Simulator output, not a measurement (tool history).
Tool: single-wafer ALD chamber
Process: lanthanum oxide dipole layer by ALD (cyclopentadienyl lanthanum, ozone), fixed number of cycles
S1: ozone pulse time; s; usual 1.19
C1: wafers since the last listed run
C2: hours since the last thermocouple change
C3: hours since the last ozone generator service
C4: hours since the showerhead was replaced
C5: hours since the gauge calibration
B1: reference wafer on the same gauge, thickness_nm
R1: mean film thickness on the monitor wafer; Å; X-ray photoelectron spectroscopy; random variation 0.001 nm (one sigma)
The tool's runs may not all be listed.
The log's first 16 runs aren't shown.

| run | hour | S1 | C1 | C2 | C3 | C4 | C5 | B1 | R1 |
|---|---|---|---|---|---|---|---|---|---|
|  | 915.9 | showerhead replaced |
| 17 | 949.5 | 0.88 | 744 | 661.0 | 1561.8 | 33.6 | 289.8 | 0.503 | 4.67 |
| 18 | 1016.3 | 1.19 | 1028 | 727.8 | 1628.6 | 100.4 | 356.6 | 0.503 | 5.07 |
| 19 | 1042.1 | 1.37 | 397 | 753.6 | 1654.4 | 126.2 | 382.4 | 0.503 | 5.22 |
| 20 | 1137.4 | 0.79 | 1466 | 848.9 | 1749.7 | 221.5 | 477.7 | 0.503 | 4.49 |
|  | 1176.8 | ozone generator serviced |
| 21 | 1177.3 | 1.64 | 490 | 888.8 | 0.5 | 261.4 | 517.6 | 0.503 | 5.34 |
| 22 | 1224.3 | 1.59 | 723 | 935.8 | 47.5 | 308.4 | 564.6 | 0.503 | 5.34 |
| 23 | 1250.9 | 0.97 | 409 | 962.4 | 74.1 | 335.0 | 591.2 | 0.503 | 4.81 |
| 24 | 1300.5 | 1.19 | 763 | 1012.0 | 123.7 | 384.6 | 640.8 | 0.503 | 5.06 |
| 25 | 1335.4 | 1.19 | 537 | 1046.9 | 158.6 | 419.5 | 675.7 | 0.503 | 5.06 |
| 26 | 1360.2 | 0.88 | 381 | 1071.7 | 183.4 | 444.3 | 700.5 | 0.503 | 4.66 |
| 27 | 1416.4 | 1.19 | 864 | 1127.9 | 239.6 | 500.5 | 756.7 | 0.503 | 5.06 |
| 28 | 1487.9 | 1.02 | 1100 | 1199.4 | 311.1 | 572.0 | 828.2 | 0.503 | 4.86 |
| 29 | 1555.3 | 1.19 | 1037 | 1266.8 | 378.5 | 639.4 | 895.6 | 0.503 | 5.06 |
| 30 | 1612.3 | 0.90 | 877 | 1323.8 | 435.5 | 696.4 | 952.6 | 0.503 | 4.68 |
| 31 | 1645.3 | 0.76 | 507 | 1356.8 | 468.5 | 729.4 | 985.6 | 0.503 | 4.43 |
| 32 | 1712.3 | 1.57 | 1031 | 1423.8 | 535.5 | 796.4 | 1052.6 | 0.503 | 5.32 |
| 33 | 1807.4 | 0.98 | 1463 | 1518.9 | 630.6 | 891.5 | 1147.7 | 0.503 | 4.82 |

Forecast each of these 5 alternatives for the next run:
| A | 1807.8 | 1.39 | 6 | 1519.3 | 631.0 | 891.9 | 1148.1 | ? | ? |
| B | 1807.8 | 1.40 | 6 | 1519.3 | 631.0 | 891.9 | 1148.1 | ? | ? |
| C | 1807.8 | 1.42 | 6 | 1519.3 | 631.0 | 891.9 | 1148.1 | ? | ? |
| D | 1807.8 | 1.07 | 6 | 1519.3 | 631.0 | 891.9 | 1148.1 | ? | ? |
| E | 1807.8 | 1.61 | 6 | 1519.3 | 631.0 | 891.9 | 1148.1 | ? | ? |

| run | B1 | R1 |
|---|---|---|
| A | 0.503 | 5.22 |
| B | 0.503 | 5.22 |
| C | 0.503 | 5.24 |
| D | 0.503 | 4.93 |
| E | 0.503 | 5.34 |
Without the tool's hidden state the same runs would have given:
| run | R1 |
|---|---|
| A | 5.22 |
| B | 5.22 |
| C | 5.24 |
| D | 4.93 |
| E | 5.34 |
